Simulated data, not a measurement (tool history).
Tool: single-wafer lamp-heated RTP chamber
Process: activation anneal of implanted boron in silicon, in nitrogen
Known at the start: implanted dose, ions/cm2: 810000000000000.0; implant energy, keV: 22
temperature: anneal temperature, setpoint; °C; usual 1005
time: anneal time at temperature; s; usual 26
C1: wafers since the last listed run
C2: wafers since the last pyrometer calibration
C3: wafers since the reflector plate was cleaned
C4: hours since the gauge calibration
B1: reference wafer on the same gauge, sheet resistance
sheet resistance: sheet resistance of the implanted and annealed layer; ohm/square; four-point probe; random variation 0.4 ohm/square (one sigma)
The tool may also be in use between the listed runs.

{"run": 1, "hour": 0.0, "temperature": 1005, "time": 26, "C1": 0, "C2": 7067, "C3": 5097, "C4": 144.2, "B1": 120.09, "sheet resistance": 147.97}
{"hour": 25.2, "done": "pyrometer window cleaned and pyrometer calibrated"}
{"run": 2, "hour": 34.4, "temperature": 982, "time": 17, "C1": 311, "C2": 108, "C3": 5409, "C4": 178.6, "B1": 120.08, "sheet resistance": 161.41}
{"run": 3, "hour": 51.4, "temperature": 982, "time": 17, "C1": 200, "C2": 309, "C3": 5610, "C4": 195.6, "B1": 120.03, "sheet resistance": 160.37}
{"run": 4, "hour": 70.1, "temperature": 1005, "time": 26, "C1": 220, "C2": 529, "C3": 5830, "C4": 214.3, "B1": 119.98, "sheet resistance": 149.28}
{"run": 5, "hour": 97.8, "temperature": 1005, "time": 16, "C1": 327, "C2": 857, "C3": 6158, "C4": 242, "B1": 120.05, "sheet resistance": 150.61}
{"run": 6, "hour": 128.7, "temperature": 1005, "time": 26, "C1": 364, "C2": 1221, "C3": 6522, "C4": 272.9, "B1": 120.01, "sheet resistance": 148.7}
{"run": 7, "hour": 140.9, "temperature": 1005, "time": 26, "C1": 144, "C2": 1366, "C3": 6667, "C4": 285.1, "B1": 119.93, "sheet resistance": 148.91}
{"run": 8, "hour": 168.8, "temperature": 998, "time": 26, "C1": 329, "C2": 1695, "C3": 6996, "C4": 313, "B1": 120.02, "sheet resistance": 149.98}
{"run": 9, "hour": 186.8, "temperature": 998, "time": 26, "C1": 212, "C2": 1908, "C3": 7209, "C4": 331, "B1": 119.96, "sheet resistance": 150.27}
{"run": 10, "hour": 210.8, "temperature": 995, "time": 26, "C1": 283, "C2": 2191, "C3": 7492, "C4": 355, "B1": 119.97, "sheet resistance": 150.98}
{"run": 11, "hour": 236.8, "temperature": 1005, "time": 26, "C1": 307, "C2": 2498, "C3": 7799, "C4": 381, "B1": 120.06, "sheet resistance": 148.69}
{"run": 12, "hour": 264.3, "temperature": 1005, "time": 26, "C1": 324, "C2": 2823, "C3": 8124, "C4": 408.5, "B1": 119.98, "sheet resistance": 148.98}
{"run": 13, "hour": 297.5, "temperature": 1005, "time": 31, "C1": 392, "C2": 3215, "C3": 8516, "C4": 441.7, "B1": 119.96, "sheet resistance": 148.19}
{"run": 14, "hour": 314.9, "temperature": 1005, "time": 31, "C1": 205, "C2": 3420, "C3": 8721, "C4": 459.1, "B1": 119.99, "sheet resistance": 148.08}
{"run": 15, "hour": 334.3, "temperature": 1023, "time": 26, "C1": 229, "C2": 3650, "C3": 8950, "C4": 478.5, "B1": 120.07, "sheet resistance": 146.36}
{"run": 16, "hour": 360.4, "temperature": 1023, "time": 26, "C1": 308, "C2": 3958, "C3": 9259, "C4": 504.6, "B1": 119.98, "sheet resistance": 146.84}
{"run": 17, "hour": 374.1, "temperature": 1023, "time": 26, "C1": 161, "C2": 4120, "C3": 9420, "C4": 518.3, "B1": 120, "sheet resistance": 146.72}
{"run": 18, "hour": 398.1, "temperature": 1005, "time": 20, "C1": 283, "C2": 4403, "C3": 9704, "C4": 542.3, "B1": 120.09, "sheet resistance": 149}
{"run": 19, "hour": 428.0, "temperature": 989, "time": 31, "C1": 353, "C2": 4756, "C3": 10057, "C4": 572.2, "B1": 120.02, "sheet resistance": 151.29}
{"run": 20, "hour": 449.5, "temperature": 1029, "time": 26, "C1": 253, "C2": 5010, "C3": 10311, "C4": 593.7, "B1": 119.98, "sheet resistance": 145.75}
{"run": 21, "hour": 469.8, "temperature": 996, "time": 32, "C1": 239, "C2": 5250, "C3": 10551, "C4": 614, "B1": 120.02, "sheet resistance": 149.93}
{"run": 22, "hour": 499.7, "temperature": 1005, "time": 26, "C1": 353, "C2": 5603, "C3": 10904, "C4": 643.9, "B1": 119.97, "sheet resistance": 147.47}
{"run": 23, "hour": 517.5, "temperature": 1021, "time": 35, "C1": 210, "C2": 5813, "C3": 11114, "C4": 661.7, "B1": 120.02, "sheet resistance": 146.46}
{"hour": 545.9, "done": "reflector plate cleaned"}
{"run": 24, "hour": 546.4, "temperature": 1029, "time": 31, "C1": 246, "C2": 6060, "C3": 6, "C4": 690.6, "B1": 120.07, "sheet resistance": 146.17}
{"hour": 555.2, "done": "gauge calibrated"}
{"run": 25, "hour": 581.4, "temperature": 1005, "time": 18, "C1": 413, "C2": 6473, "C3": 419, "C4": 26.2, "B1": 119.96, "sheet resistance": 148.02}
{"run": 26, "hour": 598.6, "temperature": 1021, "time": 39, "C1": 203, "C2": 6676, "C3": 622, "C4": 43.4, "B1": 120.02, "sheet resistance": 145.84}
{"hour": 621.0, "done": "pyrometer window cleaned and pyrometer calibrated"}
{"run": 27, "hour": 621.5, "temperature": 1005, "time": 26, "C1": 175, "C2": 6, "C3": 798, "C4": 66.3, "B1": 119.97, "sheet resistance": 149.77}
{"run": 28, "hour": 646.4, "temperature": 1005, "time": 13, "C1": 294, "C2": 300, "C3": 1092, "C4": 91.2, "B1": 120.09, "sheet resistance": 150.75}
{"run": 29, "hour": 681.7, "temperature": 981, "time": 26, "C1": 416, "C2": 717, "C3": 1509, "C4": 126.5, "B1": 119.95, "sheet resistance": 158.81}
{"run": 30, "hour": 708.9, "temperature": 1005, "time": 26, "C1": 321, "C2": 1038, "C3": 1830, "C4": 153.7, "B1": 119.9, "sheet resistance": 149.24}
{"run": 31, "hour": 731.9, "temperature": 988, "time": 21, "C1": 271, "C2": 1309, "C3": 2102, "C4": 176.7, "B1": 119.98, "sheet resistance": 154.92}
{"run": 32, "hour": 764.7, "temperature": 1005, "time": 26, "C1": 387, "C2": 1697, "C3": 2489, "C4": 209.5, "B1": 120.04, "sheet resistance": 148.59}
{"run": 33, "hour": 790.9, "temperature": 1005, "time": 26, "C1": 309, "C2": 2006, "C3": 2799, "C4": 235.7, "B1": 120.05, "sheet resistance": 148.53}
{"run": 34, "hour": 806.3, "temperature": 1029, "time": 11, "C1": 181, "C2": 2188, "C3": 2980, "C4": 251.1, "B1": 120.07, "sheet resistance": 146.87}

4 ways to go on from here, each from the tool as it stands after run 34. What would each give?
{"run": "A", "hour": 806.7, "temperature": 1005, "time": 26, "C1": 4, "C2": 2193, "C3": 2985, "C4": 251.5, "B1": "?", "sheet resistance": "?"}
{"run": "B", "hour": 806.7, "temperature": 988, "time": 15, "C1": 4, "C2": 2193, "C3": 2985, "C4": 251.5, "B1": "?", "sheet resistance": "?"}
{"run": "C", "hour": 806.7, "temperature": 1025, "time": 12, "C1": 4, "C2": 2193, "C3": 2985, "C4": 251.5, "B1": "?", "sheet resistance": "?"}
{"run": "D", "hour": 806.7, "temperature": 978, "time": 12, "C1": 4, "C2": 2193, "C3": 2985, "C4": 251.5, "B1": "?", "sheet resistance": "?"}

run=A B1=119.97 sheet_resistance=148.84
run=B B1=119.97 sheet_resistance=156.04
run=C B1=119.97 sheet_resistance=147.44
run=D B1=119.97 sheet_resistance=164.11
Without the tool's hidden state the same runs would have given:
run=A sheet_resistance=149.56
run=B sheet_resistance=158.1
run=C sheet_resistance=147.8
run=D sheet_resistance=167.46
